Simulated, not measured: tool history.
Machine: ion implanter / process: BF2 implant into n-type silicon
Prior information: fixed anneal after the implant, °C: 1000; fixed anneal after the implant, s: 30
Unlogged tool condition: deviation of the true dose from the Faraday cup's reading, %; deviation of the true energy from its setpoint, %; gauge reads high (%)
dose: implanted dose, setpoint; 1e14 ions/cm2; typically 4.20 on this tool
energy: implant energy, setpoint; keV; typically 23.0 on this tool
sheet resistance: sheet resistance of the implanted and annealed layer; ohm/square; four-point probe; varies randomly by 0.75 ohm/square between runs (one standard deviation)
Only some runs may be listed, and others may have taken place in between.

run	day	dose	energy	wafers since the last listed run	hours since the last dose calibration	hours since the extraction supply was calibrated	hours since the gauge calibration	read-back reference wafer on the same gauge, sheet resistance	sheet resistance
1	0.000	4.20	21.0	0	1192.8	1688.0	715.2	289.03	286.61
# day 0.296: gauge calibrated
2	2.817	4.20	29.0	1889	1260.4	1755.6	60.5	289.02	275.89
3	4.021	4.20	29.0	807	1289.3	1784.5	89.4	288.95	275.70
4	6.329	3.67	23.0	1548	1344.7	1839.9	144.8	288.89	315.96
5	7.729	3.67	23.0	939	1378.3	1873.5	178.4	289.02	316.88
6	10.604	4.20	23.0	1928	1447.3	1942.5	247.4	288.97	283.58
7	12.246	4.20	23.0	1101	1486.7	1981.9	286.8	289.13	284.53
8	13.983	4.64	28.0	1165	1528.4	2023.6	328.5	289.21	256.97
9	16.667	4.64	28.0	1799	1592.8	2088.0	392.9	288.90	255.28
10	18.967	4.64	28.0	1542	1648.0	2143.2	448.1	289.12	256.53
# day 20.138: Faraday cup replaced and dose calibrated
11	21.179	4.20	23.0	1260	25.0	2196.3	501.2	289.12	271.53
12	23.183	4.20	23.0	1344	73.1	2244.4	549.3	289.14	273.60
# day 23.567: extraction supply calibrated
13	26.158	4.20	23.0	1771	144.5	62.2	620.7	288.79	273.07
14	28.496	4.20	23.0	1567	200.6	118.3	676.8	289.17	274.08
15	29.879	4.20	23.0	927	233.8	151.5	710.0	289.01	276.32
16	31.862	5.04	20.5	1330	281.4	199.1	757.6	288.90	246.02
17	33.012	4.68	23.0	771	309.0	226.7	785.2	289.09	254.29
18	35.796	4.71	25.0	1866	375.8	293.5	852.0	289.06	249.42
# day 37.279: gauge calibrated
19	37.471	4.20	23.0	1123	416.0	333.7	4.6	289.04	277.69
20	40.212	3.51	26.0	1838	481.8	399.5	70.4	289.18	316.31
21	41.704	3.67	23.0	1000	517.6	435.3	106.2	289.15	309.77
22	43.446	5.25	29.5	1168	559.4	477.1	148.0	288.99	226.50
23	46.067	4.20	29.5	1757	622.3	540.0	210.9	288.98	271.81
24	47.683	3.04	30.5	1084	661.1	578.8	249.7	288.94	356.48
25	50.467	4.20	20.5	1866	727.9	645.6	316.5	288.96	284.12
26	51.488	3.09	15.5	684	752.4	670.1	341.0	288.90	376.26
27	54.296	3.68	30.5	1883	819.8	737.5	408.4	288.89	302.19

What the log doesn't show, run by run:
deviation of the true energy from its setpoint, %: 0 on each run
gauge reads high (%): 0 on each run
H1: deviation of the true dose from the Faraday cup's reading, %
run	H1
1	-5.33
2	-5.41
3	-5.44
4	-5.5
5	-5.53
6	-5.59
7	-5.62
8	-5.65
9	-5.69
10	-5.72
11	-0.252
12	-0.635
13	-1.15
14	-1.52
15	-1.72
16	-1.99
17	-2.13
18	-2.46
19	-2.64
20	-2.92
21	-3.05
22	-3.2
23	-3.41
24	-3.52
25	-3.71
26	-3.77
27	-3.93
